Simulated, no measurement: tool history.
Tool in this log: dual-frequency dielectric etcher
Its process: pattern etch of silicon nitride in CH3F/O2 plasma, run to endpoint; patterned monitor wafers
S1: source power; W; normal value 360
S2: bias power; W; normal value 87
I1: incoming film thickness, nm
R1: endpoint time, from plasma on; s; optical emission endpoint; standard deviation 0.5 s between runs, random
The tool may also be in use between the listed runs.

{"run": 1, "hour": 0.0, "S1": 360, "S2": 82, "I1": 100.6, "R1": 113.9}
{"run": 2, "hour": 30.8, "S1": 360, "S2": 87, "I1": 100.6, "R1": 111.2}
{"run": 3, "hour": 55.1, "S1": 360, "S2": 87, "I1": 99.9, "R1": 110.5}
{"run": 4, "hour": 90.7, "S1": 360, "S2": 87, "I1": 100.5, "R1": 111.4}
{"run": 5, "hour": 108.3, "S1": 360, "S2": 87, "I1": 99.7, "R1": 110.7}
{"hour": 161.4, "done": "wet clean of the chamber"}
{"run": 6, "hour": 161.9, "S1": 360, "S2": 87, "I1": 100, "R1": 113.7}
{"run": 7, "hour": 162.3, "S1": 400, "S2": 87, "I1": 99.7, "R1": 111}
{"run": 8, "hour": 195.1, "S1": 400, "S2": 87, "I1": 99.4, "R1": 110.7}
{"run": 9, "hour": 209.1, "S1": 400, "S2": 87, "I1": 99.8, "R1": 111.2}
{"run": 10, "hour": 223.6, "S1": 310, "S2": 92, "I1": 100.8, "R1": 117.9}
{"hour": 267.0, "done": "wet clean of the chamber, repeated, since the last time left the tool worse"}
{"run": 11, "hour": 267.5, "S1": 310, "S2": 92, "I1": 98.9, "R1": 109}
{"run": 12, "hour": 284.3, "S1": 360, "S2": 77, "I1": 100.4, "R1": 115.1}
{"run": 13, "hour": 309.0, "S1": 360, "S2": 77, "I1": 99.7, "R1": 116.3}
{"run": 14, "hour": 326.0, "S1": 360, "S2": 87, "I1": 100.8, "R1": 109.7}
{"run": 15, "hour": 355.2, "S1": 390, "S2": 75, "I1": 100.2, "R1": 114.6}
{"run": 16, "hour": 387.6, "S1": 360, "S2": 87, "I1": 99.2, "R1": 108.3}
{"run": 17, "hour": 422.0, "S1": 420, "S2": 107, "I1": 100.5, "R1": 94.2}
{"run": 18, "hour": 442.0, "S1": 300, "S2": 107, "I1": 99.5, "R1": 103.6}
{"run": 19, "hour": 459.3, "S1": 300, "S2": 69, "I1": 98.8, "R1": 130.2}
{"run": 20, "hour": 493.8, "S1": 290, "S2": 72, "I1": 100.3, "R1": 130.1}
{"hour": 511.4, "done": "source power generator calibrated"}
{"hour": 526.5, "done": "upper electrode replaced"}
{"run": 21, "hour": 527.0, "S1": 390, "S2": 87, "I1": 100.6, "R1": 108.3}
{"run": 22, "hour": 543.2, "S1": 410, "S2": 87, "I1": 100.6, "R1": 107.2}
{"run": 23, "hour": 557.0, "S1": 400, "S2": 87, "I1": 99.6, "R1": 106.4}
{"run": 24, "hour": 579.3, "S1": 330, "S2": 65, "I1": 99.4, "R1": 132.9}
{"hour": 591.0, "done": "bias power generator calibrated"}
{"run": 25, "hour": 650.3, "S1": 390, "S2": 103, "I1": 100.6, "R1": 100.3}
{"hour": 676.3, "done": "wet clean of the chamber"}
{"run": 26, "hour": 676.8, "S1": 360, "S2": 87, "I1": 101.6, "R1": 110}
{"run": 27, "hour": 732.0, "S1": 390, "S2": 108, "I1": 99.3, "R1": 94.6}
{"run": 28, "hour": 757.7, "S1": 300, "S2": 70, "I1": 99.9, "R1": 129.1}
{"run": 29, "hour": 790.4, "S1": 360, "S2": 87, "I1": 99.4, "R1": 108.1}
{"run": 30, "hour": 819.8, "S1": 390, "S2": 77, "I1": 100.3, "R1": 114.2}

Predict each of these 5 candidate next runs independently; none follows another, all start after run 30:
{"run": "A", "hour": 820.3, "S1": 360, "S2": 68, "I1": 100.4, "R1": "?"}
{"run": "B", "hour": 820.3, "S1": 360, "S2": 107, "I1": 100.4, "R1": "?"}
{"run": "C", "hour": 820.3, "S1": 420, "S2": 80, "I1": 100.4, "R1": "?"}
{"run": "D", "hour": 820.3, "S1": 270, "S2": 66, "I1": 100.4, "R1": "?"}
{"run": "E", "hour": 820.3, "S1": 300, "S2": 96, "I1": 100.4, "R1": "?"}

run=A R1=126.3
run=B R1=99
run=C R1=110.3
run=D R1=139.8
run=E R1=110.4
Without the tool's unlogged condition, the same runs would have read:
run=A R1=124.3
run=B R1=97.4
run=C R1=108.5
run=D R1=137.5
run=E R1=108.6

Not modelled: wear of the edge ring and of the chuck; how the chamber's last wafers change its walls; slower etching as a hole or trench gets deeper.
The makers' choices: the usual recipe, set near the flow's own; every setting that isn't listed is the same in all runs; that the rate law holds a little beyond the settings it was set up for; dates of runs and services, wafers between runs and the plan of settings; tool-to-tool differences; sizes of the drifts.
